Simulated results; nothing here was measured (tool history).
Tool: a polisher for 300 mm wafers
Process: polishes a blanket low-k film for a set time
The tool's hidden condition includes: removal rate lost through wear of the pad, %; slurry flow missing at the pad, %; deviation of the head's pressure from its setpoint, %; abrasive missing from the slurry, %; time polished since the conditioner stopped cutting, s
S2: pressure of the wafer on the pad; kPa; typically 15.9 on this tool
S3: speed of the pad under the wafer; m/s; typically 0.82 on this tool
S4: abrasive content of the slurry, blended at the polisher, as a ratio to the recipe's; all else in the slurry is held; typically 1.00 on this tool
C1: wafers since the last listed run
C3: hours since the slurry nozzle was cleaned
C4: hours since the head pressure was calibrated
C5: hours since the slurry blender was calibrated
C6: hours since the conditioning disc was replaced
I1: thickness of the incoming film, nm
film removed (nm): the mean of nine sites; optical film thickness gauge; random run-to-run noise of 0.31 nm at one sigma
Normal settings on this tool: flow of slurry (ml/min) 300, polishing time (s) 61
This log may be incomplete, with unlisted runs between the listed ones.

Run 1, hour 0.0: usual settings but S2 19.3 kPa, S3 0.92 m/s; C1 0; wafers polished on this pad 219; C3 649.8; C4 935.9; C5 214.9; C6 71.0; I1 324.1. Result: film removed (nm) 24.8.
Run 2, hour 8.4: usual settings but S2 19.3 kPa, S3 0.92 m/s; C1 111; wafers polished on this pad 330; C3 658.2; C4 944.3; C5 223.3; C6 79.4; I1 325.5. Result: film removed (nm) 25.0.
Run 3, hour 16.1: usual settings but S2 19.3 kPa, S3 0.92 m/s; C1 101; wafers polished on this pad 432; C3 665.9; C4 952.0; C5 231.0; C6 87.1; I1 326.5. Result: film removed (nm) 24.3.
At hour 20.7: worn pad replaced by a new one.
Run 4, hour 34.1: usual settings but S4 1.20; C1 185; wafers polished on this pad 177; C3 683.9; C4 970.0; C5 249.0; C6 105.1; I1 331.3. Result: film removed (nm) 21.5.
Run 5, hour 42.1: usual settings but S4 1.20; C1 105; wafers polished on this pad 283; C3 691.9; C4 978.0; C5 257.0; C6 113.1; I1 327.1. Result: film removed (nm) 20.5.
Run 6, hour 59.9: usual settings but S2 13.1 kPa; C1 235; wafers polished on this pad 518; C3 709.7; C4 995.8; C5 274.8; C6 130.9; I1 330.5. Result: film removed (nm) 16.1.
At hour 65.5: worn pad replaced by a new one.
Run 7, hour 68.3: usual settings; C1 58; wafers polished on this pad 36; C3 718.1; C4 1004.2; C5 283.2; C6 139.3; I1 328.1. Result: film removed (nm) 21.2.
At hour 89.8: head pressure recalibrated.
Run 8, hour 94.2: usual settings but flow of slurry (ml/min) 220; C1 316; wafers polished on this pad 353; C3 744.0; C4 4.4; C5 309.1; C6 165.2; I1 330.0. Result: film removed (nm) 18.5.
At hour 105.2: worn pad replaced by a new one.
At hour 108.1: conditioning disc replaced and pad reconditioned.
Run 9, hour 111.1: usual settings; C1 144; wafers polished on this pad 52; C3 760.9; C4 21.3; C5 326.0; C6 3.0; I1 327.9. Result: film removed (nm) 20.6.
Run 10, hour 119.5: usual settings but flow of slurry (ml/min) 355, S4 0.90; C1 111; wafers polished on this pad 163; C3 769.3; C4 29.7; C5 334.4; C6 11.4; I1 327.5. Result: film removed (nm) 19.6.
At hour 131.3: slurry blender recalibrated.
Run 11, hour 131.8: usual settings but S3 0.74 m/s; C1 136; wafers polished on this pad 299; C3 781.6; C4 42.0; C5 0.5; C6 23.7; I1 337.3. Result: film removed (nm) 19.9.
At hour 136.4: slurry nozzle cleaned.
Run 12, hour 140.0: usual settings but flow of slurry (ml/min) 230, S2 20.0 kPa, S3 1.00 m/s, polishing time (s) 54; C1 95; wafers polished on this pad 394; C3 3.6; C4 50.2; C5 8.7; C6 31.9; I1 328.1. Result: film removed (nm) 25.9.
At hour 147.9: worn pad replaced by a new one.
Run 13, hour 150.3: usual settings but flow of slurry (ml/min) 245, S2 17.9 kPa, S3 0.62 m/s, polishing time (s) 52; C1 83; wafers polished on this pad 31; C3 13.9; C4 60.5; C5 19.0; C6 42.2; I1 336.4. Result: film removed (nm) 17.5.
Run 14, hour 166.3: usual settings but S4 1.25; C1 211; wafers polished on this pad 242; C3 29.9; C4 76.5; C5 35.0; C6 58.2; I1 330.3. Result: film removed (nm) 23.1.
Run 15, hour 181.9: usual settings; C1 206; wafers polished on this pad 449; C3 45.5; C4 92.1; C5 50.6; C6 73.8; I1 334.1. Result: film removed (nm) 20.8.

Each row is a separate what-if for the run after 15, all from the same tool condition, not one after another. Results?
Run A, hour 182.3: usual settings but polishing time (s) 71; C1 5; wafers polished on this pad 454; C3 45.9; C4 92.5; C5 51.0; C6 74.2; I1 330.4. Result: film removed (nm) ?.
Run B, hour 182.3: usual settings but flow of slurry (ml/min) 355, polishing time (s) 47; C1 5; wafers polished on this pad 454; C3 45.9; C4 92.5; C5 51.0; C6 74.2; I1 330.4. Result: film removed (nm) ?.
Run C, hour 182.3: usual settings but S3 1.04 m/s, polishing time (s) 70; C1 5; wafers polished on this pad 454; C3 45.9; C4 92.5; C5 51.0; C6 74.2; I1 330.4. Result: film removed (nm) ?.
Run D, hour 182.3: usual settings but S2 12.4 kPa; C1 5; wafers polished on this pad 454; C3 45.9; C4 92.5; C5 51.0; C6 74.2; I1 330.4. Result: film removed (nm) ?.

run  film removed (nm)
  A               24.0
  B               16.0
  C               28.0
  D               17.0
Stripped of hidden state, with their random variation kept, the same runs would have yielded:
run  film removed (nm)
  A               28.2
  B               18.9
  C               33.0
  D               20.0

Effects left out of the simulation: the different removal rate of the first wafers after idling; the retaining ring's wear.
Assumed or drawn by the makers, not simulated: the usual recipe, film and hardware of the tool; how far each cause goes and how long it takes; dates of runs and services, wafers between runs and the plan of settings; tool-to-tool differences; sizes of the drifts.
